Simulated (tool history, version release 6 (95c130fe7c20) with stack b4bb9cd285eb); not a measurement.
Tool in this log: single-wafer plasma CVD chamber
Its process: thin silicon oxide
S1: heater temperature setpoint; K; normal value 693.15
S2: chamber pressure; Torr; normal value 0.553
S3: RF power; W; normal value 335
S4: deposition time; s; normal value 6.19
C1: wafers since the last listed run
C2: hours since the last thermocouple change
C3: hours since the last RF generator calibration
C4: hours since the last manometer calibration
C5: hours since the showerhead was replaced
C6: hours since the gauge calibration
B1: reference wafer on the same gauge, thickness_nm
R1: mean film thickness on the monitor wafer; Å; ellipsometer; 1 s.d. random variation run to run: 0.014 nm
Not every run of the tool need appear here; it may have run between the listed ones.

run 1 hour=0 | S1=693.15 S2=0.553 S3=335 S4=6.19 | C1=0 C2=2162.2 C3=1292.4 C4=1727.5 C5=4990 C6=225.8 | B1=9.523 | R1=76.8
run 2 hour=16.9 | S1=693.15 S2=0.553 S3=335 S4=6.19 | C1=291 C2=2179.1 C3=1309.3 C4=1744.4 C5=5006.9 C6=242.7 | B1=9.533 | R1=76.92
run 3 hour=33.9 | S1=693.15 S2=0.553 S3=335 S4=6.19 | C1=293 C2=2196.1 C3=1326.3 C4=1761.4 C5=5023.9 C6=259.7 | B1=9.53 | R1=76.88
run 4 hour=51.6 | S1=693.15 S2=0.519 S3=335 S4=6.19 | C1=305 C2=2213.8 C3=1344 C4=1779.1 C5=5041.6 C6=277.4 | B1=9.532 | R1=72.06
-- hour=71.3 thermocouple changed; heater temperature recalibrated
run 5 hour=71.8 | S1=693.15 S2=0.553 S3=335 S4=5.44 | C1=210 C2=0.5 C3=1364.2 C4=1799.3 C5=5061.8 C6=297.6 | B1=9.534 | R1=67.53
run 6 hour=72.6 | S1=693.15 S2=0.553 S3=335 S4=5.44 | C1=13 C2=1.3 C3=1365 C4=1800.1 C5=5062.6 C6=298.4 | B1=9.522 | R1=67.78
-- hour=97.1 gauge calibrated
run 7 hour=126 | S1=693.15 S2=0.553 S3=335 S4=6.19 | C1=921 C2=54.7 C3=1418.4 C4=1853.5 C5=5116 C6=28.9 | B1=9.532 | R1=76.8
-- hour=135.5 RF generator calibrated
run 8 hour=136 | S1=693.15 S2=0.553 S3=335 S4=6.19 | C1=34 C2=64.7 C3=0.5 C4=1863.5 C5=5126 C6=38.9 | B1=9.532 | R1=78.73
run 9 hour=148.5 | S1=704.15 S2=0.42 S3=335 S4=6.19 | C1=215 C2=77.2 C3=13 C4=1876 C5=5138.5 C6=51.4 | B1=9.523 | R1=58.92
run 10 hour=159.9 | S1=689.15 S2=0.661 S3=335 S4=6.19 | C1=196 C2=88.6 C3=24.4 C4=1887.4 C5=5149.9 C6=62.8 | B1=9.523 | R1=94.03
run 11 hour=171.5 | S1=693.15 S2=0.432 S3=335 S4=7.37 | C1=200 C2=100.2 C3=36 C4=1899 C5=5161.5 C6=74.4 | B1=9.528 | R1=72.61
run 12 hour=184.2 | S1=693.15 S2=0.553 S3=395 S4=5.46 | C1=219 C2=112.9 C3=48.7 C4=1911.7 C5=5174.2 C6=87.1 | B1=9.535 | R1=72.83
run 13 hour=192.5 | S1=700.15 S2=0.605 S3=315 S4=6.19 | C1=143 C2=121.2 C3=57 C4=1920 C5=5182.5 C6=95.4 | B1=9.529 | R1=83.72
-- hour=209.8 capacitance manometer re-zeroed and calibrated
run 14 hour=210.3 | S1=693.15 S2=0.553 S3=335 S4=6.19 | C1=169 C2=139 C3=74.8 C4=0.5 C5=5200.3 C6=113.2 | B1=9.53 | R1=82.71
run 15 hour=211.5 | S1=706.15 S2=0.553 S3=320 S4=6.56 | C1=20 C2=140.2 C3=76 C4=1.7 C5=5201.5 C6=114.4 | B1=9.521 | R1=85.57
-- hour=229.2 showerhead replaced
run 16 hour=229.7 | S1=693.15 S2=0.553 S3=335 S4=6.68 | C1=176 C2=158.4 C3=94.2 C4=19.9 C5=0.5 C6=132.6 | B1=9.533 | R1=89.09
run 17 hour=234 | S1=707.15 S2=0.496 S3=375 S4=6.58 | C1=74 C2=162.7 C3=98.5 C4=24.2 C5=4.8 C6=136.9 | B1=9.532 | R1=80.67
run 18 hour=247.2 | S1=686.15 S2=0.598 S3=300 S4=6.19 | C1=227 C2=175.9 C3=111.7 C4=37.4 C5=18 C6=150.1 | B1=9.532 | R1=86.29
run 19 hour=255.7 | S1=693.15 S2=0.553 S3=335 S4=6.19 | C1=146 C2=184.4 C3=120.2 C4=45.9 C5=26.5 C6=158.6 | B1=9.529 | R1=82.41
run 20 hour=267.3 | S1=693.15 S2=0.664 S3=310 S4=7.02 | C1=200 C2=196 C3=131.8 C4=57.5 C5=38.1 C6=170.2 | B1=9.536 | R1=109.12
run 21 hour=276.8 | S1=693.15 S2=0.553 S3=335 S4=6.19 | C1=163 C2=205.5 C3=141.3 C4=67 C5=47.6 C6=179.7 | B1=9.527 | R1=82.36
run 22 hour=288.5 | S1=681.15 S2=0.667 S3=315 S4=5.26 | C1=201 C2=217.2 C3=153 C4=78.7 C5=59.3 C6=191.4 | B1=9.523 | R1=83.11
run 23 hour=299 | S1=706.15 S2=0.656 S3=335 S4=6.19 | C1=181 C2=227.7 C3=163.5 C4=89.2 C5=69.8 C6=201.9 | B1=9.529 | R1=96.18
run 24 hour=316.9 | S1=693.15 S2=0.553 S3=335 S4=6.9 | C1=308 C2=245.6 C3=181.4 C4=107.1 C5=87.7 C6=219.8 | B1=9.526 | R1=91.44
run 25 hour=330.7 | S1=687.15 S2=0.517 S3=295 S4=5.81 | C1=238 C2=259.4 C3=195.2 C4=120.9 C5=101.5 C6=233.6 | B1=9.528 | R1=69.71
run 26 hour=348.1 | S1=693.15 S2=0.553 S3=335 S4=6.19 | C1=300 C2=276.8 C3=212.6 C4=138.3 C5=118.9 C6=251 | B1=9.533 | R1=82.13
run 27 hour=355.6 | S1=708.15 S2=0.553 S3=335 S4=6.19 | C1=129 C2=284.3 C3=220.1 C4=145.8 C5=126.4 C6=258.5 | B1=9.535 | R1=80.96
run 28 hour=372.6 | S1=693.15 S2=0.666 S3=305 S4=6.19 | C1=293 C2=301.3 C3=237.1 C4=162.8 C5=143.4 C6=275.5 | B1=9.524 | R1=95.55

Each row is a separate what-if for the run after 28, all from the same tool condition, not one after another. Results?
run A hour=373 | S1=693.15 S2=0.553 S3=335 S4=6.19 | C1=6 C2=301.7 C3=237.5 C4=163.2 C5=143.8 C6=275.9 | B1=? | R1=?
run B hour=373 | S1=698.15 S2=0.64 S3=395 S4=6.52 | C1=6 C2=301.7 C3=237.5 C4=163.2 C5=143.8 C6=275.9 | B1=? | R1=?
run C hour=373 | S1=693.15 S2=0.635 S3=400 S4=6.19 | C1=6 C2=301.7 C3=237.5 C4=163.2 C5=143.8 C6=275.9 | B1=? | R1=?
run D hour=373 | S1=681.15 S2=0.503 S3=380 S4=7.42 | C1=6 C2=301.7 C3=237.5 C4=163.2 C5=143.8 C6=275.9 | B1=? | R1=?
run E hour=373 | S1=693.15 S2=0.64 S3=335 S4=6.82 | C1=6 C2=301.7 C3=237.5 C4=163.2 C5=143.8 C6=275.9 | B1=? | R1=?

run=A B1=9.529 R1=81.7
run=B B1=9.529 R1=104.23
run=C B1=9.529 R1=98.94
run=D B1=9.529 R1=93.55
run=E B1=9.529 R1=103.94
Without the tool's unlogged condition, the same runs would have read:
run=A R1=83.43
run=B R1=106.28
run=C R1=100.88
run=D R1=95.42
run=E R1=106.1
